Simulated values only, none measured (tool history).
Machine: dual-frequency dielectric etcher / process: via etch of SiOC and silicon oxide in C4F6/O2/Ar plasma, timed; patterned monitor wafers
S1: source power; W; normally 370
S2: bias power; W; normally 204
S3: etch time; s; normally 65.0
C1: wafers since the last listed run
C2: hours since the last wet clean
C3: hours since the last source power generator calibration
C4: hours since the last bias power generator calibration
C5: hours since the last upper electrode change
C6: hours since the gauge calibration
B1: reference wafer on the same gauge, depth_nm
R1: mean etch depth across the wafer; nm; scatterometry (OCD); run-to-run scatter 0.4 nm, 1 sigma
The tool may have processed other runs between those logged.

Run 1, hour 0.0: usual settings; C1 0; C2 93.2; C3 2992.6; C4 3364.7; C5 4655.7; C6 465.6; B1 64.3. Result: R1 75.7 nm.
Run 2, hour 28.0: usual settings; C1 417; C2 121.2; C3 3020.6; C4 3392.7; C5 4683.7; C6 493.6; B1 64.2. Result: R1 74.8 nm.
Run 3, hour 46.8: usual settings; C1 280; C2 140.0; C3 3039.4; C4 3411.5; C5 4702.5; C6 512.4; B1 64.2. Result: R1 75.1 nm.
Run 4, hour 61.3: usual settings; C1 216; C2 154.5; C3 3053.9; C4 3426.0; C5 4717.0; C6 526.9; B1 64.2. Result: R1 75.6 nm.
Run 5, hour 102.6: usual settings; C1 615; C2 195.8; C3 3095.2; C4 3467.3; C5 4758.3; C6 568.2; B1 64.1. Result: R1 74.9 nm.
Run 6, hour 117.7: usual settings but S1 310 W; C1 225; C2 210.9; C3 3110.3; C4 3482.4; C5 4773.4; C6 583.3; B1 64.2. Result: R1 70.5 nm.
Run 7, hour 134.6: usual settings but S1 310 W; C1 251; C2 227.8; C3 3127.2; C4 3499.3; C5 4790.3; C6 600.2; B1 64.2. Result: R1 70.3 nm.
Run 8, hour 162.2: usual settings but S1 310 W; C1 411; C2 255.4; C3 3154.8; C4 3526.9; C5 4817.9; C6 627.8; B1 64.2. Result: R1 70.2 nm.
Run 9, hour 188.5: usual settings but S1 430 W; C1 391; C2 281.7; C3 3181.1; C4 3553.2; C5 4844.2; C6 654.1; B1 64.2. Result: R1 82.4 nm.
Run 10, hour 208.7: usual settings but S1 430 W; C1 301; C2 301.9; C3 3201.3; C4 3573.4; C5 4864.4; C6 674.3; B1 64.1. Result: R1 82.3 nm.
At hour 252.5: upper electrode replaced.
Run 11, hour 253.0: usual settings; C1 302; C2 346.2; C3 3245.6; C4 3617.7; C5 0.5; C6 718.6; B1 64.2. Result: R1 77.8 nm.
Run 12, hour 261.8: usual settings but S2 174 W, S3 76.0 s; C1 131; C2 355.0; C3 3254.4; C4 3626.5; C5 9.3; C6 727.4; B1 64.2. Result: R1 83.3 nm.
At hour 277.0: source power generator calibrated.
At hour 312.0: wet clean of the chamber.
Run 13, hour 312.5: usual settings but S1 420 W, S2 175 W, S3 71.5 s; C1 338; C2 0.5; C3 35.5; C4 3677.2; C5 60.0; C6 778.1; B1 64.2. Result: R1 79.5 nm.
Run 14, hour 326.8: usual settings but S2 187 W; C1 213; C2 14.8; C3 49.8; C4 3691.5; C5 74.3; C6 792.4; B1 64.2. Result: R1 70.6 nm.
Run 15, hour 362.3: usual settings; C1 529; C2 50.3; C3 85.3; C4 3727.0; C5 109.8; C6 827.9; B1 64.2. Result: R1 74.8 nm.
Run 16, hour 396.4: usual settings; C1 508; C2 84.4; C3 119.4; C4 3761.1; C5 143.9; C6 862.0; B1 64.3. Result: R1 75.3 nm.
Run 17, hour 428.5: usual settings; C1 478; C2 116.5; C3 151.5; C4 3793.2; C5 176.0; C6 894.1; B1 64.2. Result: R1 75.0 nm.
Run 18, hour 446.1: usual settings; C1 262; C2 134.1; C3 169.1; C4 3810.8; C5 193.6; C6 911.7; B1 64.2. Result: R1 75.0 nm.
Run 19, hour 465.2: usual settings but S1 330 W; C1 284; C2 153.2; C3 188.2; C4 3829.9; C5 212.7; C6 930.8; B1 64.1. Result: R1 71.5 nm.
At hour 469.3: gauge calibrated.
Run 20, hour 492.1: usual settings but S1 450 W, S2 160 W, S3 56.5 s; C1 400; C2 180.1; C3 215.1; C4 3856.8; C5 239.6; C6 22.8; B1 64.1. Result: R1 63.5 nm.
Run 21, hour 505.1: usual settings; C1 193; C2 193.1; C3 228.1; C4 3869.8; C5 252.6; C6 35.8; B1 64.2. Result: R1 75.6 nm.
Run 22, hour 531.6: usual settings but S2 230 W, S3 51.0 s; C1 394; C2 219.6; C3 254.6; C4 3896.3; C5 279.1; C6 62.3; B1 64.2. Result: R1 62.9 nm.
At hour 536.4: bias power generator calibrated.
Run 23, hour 565.1: usual settings but S1 440 W, S2 226 W; C1 439; C2 253.1; C3 288.1; C4 28.7; C5 312.6; C6 95.8; B1 64.3. Result: R1 86.3 nm.
Run 24, hour 596.0: usual settings; C1 460; C2 284.0; C3 319.0; C4 59.6; C5 343.5; C6 126.7; B1 64.1. Result: R1 76.5 nm.
Run 25, hour 611.6: usual settings but S1 440 W, S2 225 W, S3 55.0 s; C1 232; C2 299.6; C3 334.6; C4 75.2; C5 359.1; C6 142.3; B1 64.2. Result: R1 74.3 nm.
Run 26, hour 642.8: usual settings but S1 420 W, S2 239 W, S3 78.5 s; C1 464; C2 330.8; C3 365.8; C4 106.4; C5 390.3; C6 173.5; B1 64.1. Result: R1 105.2 nm.
At hour 699.7: wet clean of the chamber.
Run 27, hour 700.2: usual settings but S1 400 W, S2 187 W, S3 82.5 s; C1 497; C2 0.5; C3 423.2; C4 163.8; C5 447.7; C6 230.9; B1 64.3. Result: R1 93.7 nm.
Run 28, hour 731.1: usual settings but S1 300 W, S2 160 W, S3 77.0 s; C1 460; C2 31.4; C3 454.1; C4 194.7; C5 478.6; C6 261.8; B1 64.2. Result: R1 70.9 nm.
Run 29, hour 761.9: usual settings but S2 227 W, S3 79.5 s; C1 459; C2 62.2; C3 484.9; C4 225.5; C5 509.4; C6 292.6; B1 64.3. Result: R1 94.4 nm.

Consider 5 possible next runs. They are alternatives, not a sequence: every one starts from the tool as it was left by run 29. What does each give?
Run A, hour 762.3: usual settings; C1 5; C2 62.6; C3 485.3; C4 225.9; C5 509.8; C6 293.0; B1 ?. Result: R1 ?.
Run B, hour 762.3: usual settings but S1 420 W, S2 254 W, S3 71.0 s; C1 5; C2 62.6; C3 485.3; C4 225.9; C5 509.8; C6 293.0; B1 ?. Result: R1 ?.
Run C, hour 762.3: usual settings but S1 410 W, S3 51.0 s; C1 5; C2 62.6; C3 485.3; C4 225.9; C5 509.8; C6 293.0; B1 ?. Result: R1 ?.
Run D, hour 762.3: usual settings but S1 430 W, S2 159 W; C1 5; C2 62.6; C3 485.3; C4 225.9; C5 509.8; C6 293.0; B1 ?. Result: R1 ?.
Run E, hour 762.3: usual settings but S1 420 W, S2 249 W, S3 76.5 s; C1 5; C2 62.6; C3 485.3; C4 225.9; C5 509.8; C6 293.0; B1 ?. Result: R1 ?.

run    B1     R1
  A  64.2   74.4
  B  64.2   95.5
  C  64.2   61.2
  D  64.2   70.4
  E  64.2  102.0
Stripped of hidden state, with their random variation kept, the same runs would have yielded:
run     R1
  A   73.9
  B   94.9
  C   60.8
  D   69.9
  E  101.3
